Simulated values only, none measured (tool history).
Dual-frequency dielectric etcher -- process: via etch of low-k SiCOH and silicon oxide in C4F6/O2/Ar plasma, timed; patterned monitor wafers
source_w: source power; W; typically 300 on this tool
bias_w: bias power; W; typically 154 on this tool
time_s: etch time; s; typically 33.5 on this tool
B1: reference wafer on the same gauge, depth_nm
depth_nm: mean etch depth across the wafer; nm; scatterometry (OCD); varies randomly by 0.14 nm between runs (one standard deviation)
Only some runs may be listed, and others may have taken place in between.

Run 1, hour 0.0: usual settings; B1 64.8. Result: depth_nm 66.4 nm.
At hour 36.0: wet clean of the chamber.
Run 2, hour 38.5: usual settings; B1 64.8. Result: depth_nm 66.4 nm.
Run 3, hour 99.9: usual settings; B1 64.9. Result: depth_nm 66.1 nm.
Run 4, hour 184.9: usual settings; B1 64.9. Result: depth_nm 66.4 nm.
Run 5, hour 267.7: usual settings; B1 64.9. Result: depth_nm 66.5 nm.
Run 6, hour 318.8: usual settings; B1 64.9. Result: depth_nm 66.5 nm.
Run 7, hour 423.5: usual settings; B1 64.9. Result: depth_nm 66.6 nm.
At hour 472.8: source power generator calibrated.
At hour 511.7: wet clean of the chamber.
Run 8, hour 512.2: usual settings; B1 64.9. Result: depth_nm 66.3 nm.
Run 9, hour 572.7: usual settings; B1 64.8. Result: depth_nm 66.1 nm.
Run 10, hour 665.9: usual settings; B1 64.9. Result: depth_nm 66.1 nm.
Run 11, hour 755.7: usual settings; B1 64.9. Result: depth_nm 66.0 nm.
Run 12, hour 806.5: usual settings; B1 64.9. Result: depth_nm 65.8 nm.
At hour 829.9: bias power generator calibrated.
At hour 1023.1: wet clean of the chamber.
Run 13, hour 1047.4: usual settings; B1 64.8. Result: depth_nm 65.6 nm.
Run 14, hour 1086.7: usual settings; B1 64.9. Result: depth_nm 65.6 nm.
Run 15, hour 1154.5: usual settings but source_w 360 W, time_s 23.5 s; B1 64.9. Result: depth_nm 47.8 nm.
At hour 1261.1: upper electrode replaced.
Run 16, hour 1261.6: usual settings but source_w 330 W, bias_w 169 W; B1 64.9. Result: depth_nm 68.3 nm.
Run 17, hour 1339.6: usual settings but source_w 250 W, bias_w 176 W, time_s 28.0 s; B1 64.8. Result: depth_nm 54.8 nm.
At hour 1444.6: wet clean of the chamber.
Run 18, hour 1445.1: usual settings; B1 64.9. Result: depth_nm 65.9 nm.
At hour 1491.6: gauge calibrated.
Run 19, hour 1537.7: usual settings but bias_w 141 W, time_s 37.5 s; B1 64.9. Result: depth_nm 72.5 nm.
Run 20, hour 1620.6: usual settings but source_w 260 W, bias_w 132 W, time_s 43.0 s; B1 64.9. Result: depth_nm 79.4 nm.
Run 21, hour 1658.9: usual settings but source_w 330 W, bias_w 116 W, time_s 27.5 s; B1 64.9. Result: depth_nm 51.8 nm.
Run 22, hour 1742.6: usual settings but bias_w 136 W; B1 65.0. Result: depth_nm 64.0 nm.
Run 23, hour 1795.1: usual settings but source_w 260 W; B1 64.9. Result: depth_nm 64.0 nm.
Run 24, hour 1859.4: usual settings; B1 64.9. Result: depth_nm 65.9 nm.
Run 25, hour 1908.6: usual settings; B1 64.9. Result: depth_nm 66.0 nm.
Run 26, hour 1979.4: usual settings but source_w 340 W; B1 64.8. Result: depth_nm 67.7 nm.
At hour 2008.8: wet clean of the chamber.
Run 27, hour 2068.4: usual settings; B1 64.9. Result: depth_nm 66.1 nm.
Run 28, hour 2128.5: usual settings but time_s 27.0 s; B1 65.0. Result: depth_nm 53.3 nm.

Hidden state, per run?
etch rate over this chamber's usual, %: 0, the same for each run
gauge reads high (%): 0, the same for each run
H1: source power that arrives over what is set, %
H2: bias power that arrives over what is set, %
run     H1     H2
  1   3.72   3.65
  2   3.79   3.72
  3   3.92   3.83
  4   4.09   3.99
  5   4.25   4.14
  6   4.35   4.24
  7   4.56   4.43
  8  0.681    4.6
  9  0.801   4.71
 10  0.986   4.88
 11   1.16   5.05
 12   1.27   5.15
 13   1.74  0.576
 14   1.82  0.649
 15   1.96  0.775
 16   2.17  0.974
 17   2.32   1.12
 18   2.53   1.32
 19   2.72   1.49
 20   2.88   1.64
 21   2.96   1.71
 22   3.13   1.87
 23   3.23   1.97
 24   3.36   2.09
 25   3.46   2.18
 26    3.6   2.31
 27   3.77   2.47
 28   3.89   2.59

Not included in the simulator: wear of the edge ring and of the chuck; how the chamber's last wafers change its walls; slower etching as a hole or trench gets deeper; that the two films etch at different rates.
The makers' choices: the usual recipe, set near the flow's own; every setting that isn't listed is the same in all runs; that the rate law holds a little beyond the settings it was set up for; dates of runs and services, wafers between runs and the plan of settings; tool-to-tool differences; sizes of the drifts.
